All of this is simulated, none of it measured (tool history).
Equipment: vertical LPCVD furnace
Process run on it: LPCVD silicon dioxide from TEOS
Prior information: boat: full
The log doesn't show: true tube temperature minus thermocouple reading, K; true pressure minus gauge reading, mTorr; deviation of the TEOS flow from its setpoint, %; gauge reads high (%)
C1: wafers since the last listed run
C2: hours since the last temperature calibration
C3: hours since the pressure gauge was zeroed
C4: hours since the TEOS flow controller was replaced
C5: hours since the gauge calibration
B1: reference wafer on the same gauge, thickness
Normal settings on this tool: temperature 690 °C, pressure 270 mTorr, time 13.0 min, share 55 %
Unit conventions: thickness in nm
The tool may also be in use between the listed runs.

{"run": 1, "hour": 0.0, "temperature": 683, "pressure": 270, "time": 10.5, "share": 55, "C1": 0, "C2": 3424.5, "C3": 1589.9, "C4": 4042.7, "C5": 153.1, "B1": 58.5, "thickness": 47.56}
{"run": 2, "hour": 24.7, "temperature": 683, "pressure": 270, "time": 10.5, "share": 55, "C1": 363, "C2": 3449.2, "C3": 1614.6, "C4": 4067.4, "C5": 177.8, "B1": 58.53, "thickness": 47.5}
{"run": 3, "hour": 37.5, "temperature": 690, "pressure": 270, "time": 11.0, "share": 55, "C1": 188, "C2": 3462.0, "C3": 1627.4, "C4": 4080.2, "C5": 190.6, "B1": 58.5, "thickness": 58.79}
{"hour": 68.3, "done": "TEOS flow controller replaced"}
{"run": 4, "hour": 68.8, "temperature": 690, "pressure": 270, "time": 11.0, "share": 55, "C1": 107, "C2": 3493.3, "C3": 1658.7, "C4": 0.5, "C5": 221.9, "B1": 58.54, "thickness": 58.81}
{"run": 5, "hour": 72.0, "temperature": 690, "pressure": 270, "time": 15.5, "share": 55, "C1": 47, "C2": 3496.5, "C3": 1661.9, "C4": 3.7, "C5": 225.1, "B1": 58.48, "thickness": 82.87}
{"run": 6, "hour": 75.2, "temperature": 690, "pressure": 270, "time": 15.5, "share": 55, "C1": 47, "C2": 3499.7, "C3": 1665.1, "C4": 6.9, "C5": 228.3, "B1": 58.51, "thickness": 83.03}
{"run": 7, "hour": 78.4, "temperature": 690, "pressure": 270, "time": 13.0, "share": 55, "C1": 47, "C2": 3502.9, "C3": 1668.3, "C4": 10.1, "C5": 231.5, "B1": 58.46, "thickness": 69.64}
{"run": 8, "hour": 99.7, "temperature": 690, "pressure": 270, "time": 13.0, "share": 61, "C1": 313, "C2": 3524.2, "C3": 1689.6, "C4": 31.4, "C5": 252.8, "B1": 58.5, "thickness": 73.3}
{"run": 9, "hour": 107.2, "temperature": 698, "pressure": 240, "time": 17.5, "share": 66, "C1": 110, "C2": 3531.7, "C3": 1697.1, "C4": 38.9, "C5": 260.3, "B1": 58.52, "thickness": 116.82}
{"hour": 111.6, "done": "gauge calibrated"}
{"run": 10, "hour": 116.4, "temperature": 690, "pressure": 270, "time": 11.0, "share": 55, "C1": 135, "C2": 3540.9, "C3": 1706.3, "C4": 48.1, "C5": 4.8, "B1": 58.52, "thickness": 58.88}
{"hour": 146.6, "done": "thermocouples replaced and temperature profile calibrated"}
{"run": 11, "hour": 147.1, "temperature": 690, "pressure": 270, "time": 13.0, "share": 64, "C1": 98, "C2": 0.5, "C3": 1737.0, "C4": 78.8, "C5": 35.5, "B1": 58.47, "thickness": 67.75}
{"run": 12, "hour": 150.3, "temperature": 690, "pressure": 225, "time": 14.5, "share": 55, "C1": 44, "C2": 3.7, "C3": 1740.2, "C4": 82.0, "C5": 38.7, "B1": 58.48, "thickness": 63.85}
{"hour": 174.1, "done": "pressure gauge zeroed"}
{"run": 13, "hour": 174.6, "temperature": 685, "pressure": 220, "time": 17.0, "share": 55, "C1": 7, "C2": 28.0, "C3": 0.5, "C4": 106.3, "C5": 63.0, "B1": 58.51, "thickness": 65.87}
{"run": 14, "hour": 177.8, "temperature": 690, "pressure": 270, "time": 15.0, "share": 60, "C1": 47, "C2": 31.2, "C3": 3.7, "C4": 109.5, "C5": 66.2, "B1": 58.48, "thickness": 75.79}
{"run": 15, "hour": 183.9, "temperature": 697, "pressure": 285, "time": 8.5, "share": 44, "C1": 89, "C2": 37.3, "C3": 9.8, "C4": 115.6, "C5": 72.3, "B1": 58.51, "thickness": 44.56}
{"run": 16, "hour": 201.8, "temperature": 695, "pressure": 305, "time": 14.5, "share": 51, "C1": 263, "C2": 55.2, "C3": 27.7, "C4": 133.5, "C5": 90.2, "B1": 58.52, "thickness": 80.92}
{"run": 17, "hour": 218.9, "temperature": 690, "pressure": 270, "time": 17.5, "share": 55, "C1": 251, "C2": 72.3, "C3": 44.8, "C4": 150.6, "C5": 107.3, "B1": 58.49, "thickness": 84.98}

4 ways to go on from here, each from the tool as it stands after run 17. What would each give?
{"run": "A", "hour": 222.2, "temperature": 695, "pressure": 270, "time": 13.0, "share": 55, "C1": 48, "C2": 75.6, "C3": 48.1, "C4": 153.9, "C5": 110.6, "B1": "?", "thickness": "?"}
{"run": "B", "hour": 222.2, "temperature": 690, "pressure": 320, "time": 9.0, "share": 55, "C1": 48, "C2": 75.6, "C3": 48.1, "C4": 153.9, "C5": 110.6, "B1": "?", "thickness": "?"}
{"run": "C", "hour": 222.2, "temperature": 690, "pressure": 270, "time": 13.0, "share": 62, "C1": 48, "C2": 75.6, "C3": 48.1, "C4": 153.9, "C5": 110.6, "B1": "?", "thickness": "?"}
{"run": "D", "hour": 222.2, "temperature": 685, "pressure": 270, "time": 13.0, "share": 45, "C1": 48, "C2": 75.6, "C3": 48.1, "C4": 153.9, "C5": 110.6, "B1": "?", "thickness": "?"}

run=A B1=58.50 thickness=70.94
run=B B1=58.50 thickness=47.52
run=C B1=58.50 thickness=66.94
run=D B1=58.50 thickness=50.62
Without the tool's unlogged condition, the same runs would have read:
run=A thickness=69.80
run=B thickness=46.75
run=C thickness=65.85
run=D thickness=49.79

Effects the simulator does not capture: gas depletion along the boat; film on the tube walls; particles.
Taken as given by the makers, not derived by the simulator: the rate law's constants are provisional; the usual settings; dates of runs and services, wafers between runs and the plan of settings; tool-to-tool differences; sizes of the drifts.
